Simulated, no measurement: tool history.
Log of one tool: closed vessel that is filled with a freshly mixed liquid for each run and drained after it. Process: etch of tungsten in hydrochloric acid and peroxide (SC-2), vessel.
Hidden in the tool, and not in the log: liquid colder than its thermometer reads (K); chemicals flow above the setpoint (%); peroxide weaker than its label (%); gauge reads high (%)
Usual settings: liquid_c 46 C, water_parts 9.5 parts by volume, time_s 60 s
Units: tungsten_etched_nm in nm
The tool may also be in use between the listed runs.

| run | hour | liquid_c | water_parts | time_s | wafers since the last listed run | hours since the thermometer was replaced | hours since the chemicals flow meter was replaced | hours since the drum of peroxide was connected | hours since the gauge calibration | read-back film thickness of the tungsten reference wafer, read on the same gauge (nm) | tungsten_etched_nm |
|---|---|---|---|---|---|---|---|---|---|---|---|
| 1 | 0 | 46 | 9.5 | 60 | 0 | 885.6 | 256.1 | 906.9 | 720.2 | 49.97 | 9.82 |
| 2 | 86.6 | 46 | 9.5 | 60 | 10835 | 972.2 | 342.7 | 993.5 | 806.8 | 49.97 | 9.9 |
|  | 142.1 | new drum of peroxide connected |
| 3 | 152.5 | 46 | 9.5 | 60 | 8120 | 1038.1 | 408.6 | 10.4 | 872.7 | 49.97 | 9.92 |
| 4 | 196.3 | 46 | 9.5 | 60 | 5480 | 1081.9 | 452.4 | 54.2 | 916.5 | 49.98 | 10.02 |
| 5 | 241.3 | 46 | 12 | 60 | 5630 | 1126.9 | 497.4 | 99.2 | 961.5 | 50.02 | 8.3 |
| 6 | 286.1 | 46 | 9.5 | 60 | 5605 | 1171.7 | 542.2 | 144 | 1006.3 | 49.99 | 10.16 |
|  | 307.1 | chemicals flow meter replaced |
| 7 | 381.1 | 46 | 5.5 | 85 | 11760 | 1266.7 | 74 | 239 | 1101.3 | 50.06 | 20.12 |
| 8 | 488.7 | 46 | 5.5 | 85 | 13462 | 1374.3 | 181.6 | 346.6 | 1208.9 | 50.04 | 20.54 |
| 9 | 587.9 | 46 | 5.5 | 85 | 12411 | 1473.5 | 280.8 | 445.8 | 1308.1 | 50.01 | 20.86 |
| 10 | 636.4 | 46 | 9.5 | 60 | 6068 | 1522 | 329.3 | 494.3 | 1356.6 | 50 | 9.75 |
| 11 | 688.1 | 46 | 9.5 | 60 | 6468 | 1573.7 | 381 | 546 | 1408.3 | 50.02 | 9.84 |
| 12 | 754.9 | 46 | 9.5 | 60 | 8357 | 1640.5 | 447.8 | 612.8 | 1475.1 | 49.99 | 9.82 |
| 13 | 793.6 | 41.5 | 9.5 | 60 | 4842 | 1679.2 | 486.5 | 651.5 | 1513.8 | 50.04 | 7.2 |
| 14 | 862.8 | 46 | 12 | 90 | 8658 | 1748.4 | 555.7 | 720.7 | 1583 | 49.99 | 12.28 |
|  | 907.3 | chemicals flow meter replaced |
| 15 | 933.2 | 46 | 9.5 | 60 | 8683 | 1818.8 | 25.9 | 791.1 | 1653.4 | 50.02 | 9.37 |
| 16 | 1005.6 | 40 | 13.5 | 60 | 9058 | 1891.2 | 98.3 | 863.5 | 1725.8 | 49.96 | 4.61 |
| 17 | 1051.3 | 46 | 9.5 | 60 | 5717 | 1936.9 | 144 | 909.2 | 1771.5 | 50.02 | 9.34 |
| 18 | 1156.9 | 46 | 5 | 60 | 13212 | 2042.5 | 249.6 | 1014.8 | 1877.1 | 50.02 | 15.5 |
|  | 1236.7 | gauge calibrated |
| 19 | 1245 | 43.5 | 12.5 | 35 | 11022 | 2130.6 | 337.7 | 1102.9 | 8.3 | 50.04 | 3.74 |
|  | 1290.8 | new drum of peroxide connected |
| 20 | 1295.4 | 52 | 12 | 90 | 6180 | 2181 | 388.1 | 4.6 | 58.7 | 50.05 | 17.97 |
| 21 | 1344.2 | 46 | 9.5 | 60 | 6105 | 2229.8 | 436.9 | 53.4 | 107.5 | 50.02 | 9.76 |
| 22 | 1420.4 | 46 | 9.5 | 60 | 9533 | 2306 | 513.1 | 129.6 | 183.7 | 50 | 9.78 |
| 23 | 1466.7 | 50 | 11 | 30 | 5792 | 2352.3 | 559.4 | 175.9 | 230 | 50.01 | 5.72 |
|  | 1470.7 | chemicals flow meter replaced |
| 24 | 1572 | 51 | 9.5 | 60 | 13049 | 2457.6 | 101.3 | 281.2 | 335.3 | 50.04 | 13.1 |
| 25 | 1631.7 | 40 | 9.5 | 30 | 7469 | 2517.3 | 161 | 340.9 | 395 | 50.03 | 3.08 |
| 26 | 1778.9 | 50 | 13 | 30 | 18417 | 2664.5 | 308.2 | 488.1 | 542.2 | 49.97 | 4.78 |
|  | 1819.9 | thermometer replaced |
| 27 | 1865.5 | 46 | 5 | 60 | 10709 | 45.6 | 394.8 | 574.7 | 628.8 | 50.03 | 16.47 |
| 28 | 1948.7 | 46 | 9.5 | 70 | 10409 | 128.8 | 478 | 657.9 | 712 | 50 | 11.83 |
|  | 1973.4 | chemicals flow meter replaced |
| 29 | 2206.9 | 46 | 4.5 | 70 | 32180 | 387 | 233.5 | 916.1 | 970.2 | 50.01 | 20.2 |
| 30 | 2367.6 | 39.5 | 7.5 | 60 | 20106 | 547.7 | 394.2 | 1076.8 | 1130.9 | 50.03 | 7.72 |
|  | 2431 | new drum of peroxide connected |
|  | 2469.9 | chemicals flow meter replaced |
| 31 | 2639.6 | 42.5 | 7.5 | 90 | 33781 | 819.7 | 169.7 | 208.6 | 1402.9 | 49.97 | 13.62 |

What the log doesn't show, run by run:
peroxide weaker than its label (%): 0 in every run
gauge reads high (%): 0 in every run
H1: liquid colder than its thermometer reads (K)
H2: chemicals flow above the setpoint (%)
| run | H1 | H2 |
|---|---|---|
| 1 | 0.307 | 5.3 |
| 2 | 0.334 | 6.78 |
| 3 | 0.355 | 7.91 |
| 4 | 0.368 | 8.66 |
| 5 | 0.383 | 9.43 |
| 6 | 0.397 | 10.2 |
| 7 | 0.426 | 1.27 |
| 8 | 0.46 | 3.11 |
| 9 | 0.491 | 4.81 |
| 10 | 0.506 | 5.64 |
| 11 | 0.523 | 6.53 |
| 12 | 0.544 | 7.67 |
| 13 | 0.556 | 8.33 |
| 14 | 0.577 | 9.52 |
| 15 | 0.599 | 0.456 |
| 16 | 0.622 | 1.7 |
| 17 | 0.636 | 2.48 |
| 18 | 0.67 | 4.29 |
| 19 | 0.697 | 5.8 |
| 20 | 0.713 | 6.66 |
| 21 | 0.728 | 7.5 |
| 22 | 0.752 | 8.8 |
| 23 | 0.767 | 9.59 |
| 24 | 0.8 | 2.91 |
| 25 | 0.818 | 3.93 |
| 26 | 0.865 | 6.45 |
| 27 | 0.0413 | 7.93 |
| 28 | 0.0674 | 9.36 |
| 29 | 0.148 | 5.26 |
| 30 | 0.199 | 8.01 |
| 31 | 0.284 | 3.95 |

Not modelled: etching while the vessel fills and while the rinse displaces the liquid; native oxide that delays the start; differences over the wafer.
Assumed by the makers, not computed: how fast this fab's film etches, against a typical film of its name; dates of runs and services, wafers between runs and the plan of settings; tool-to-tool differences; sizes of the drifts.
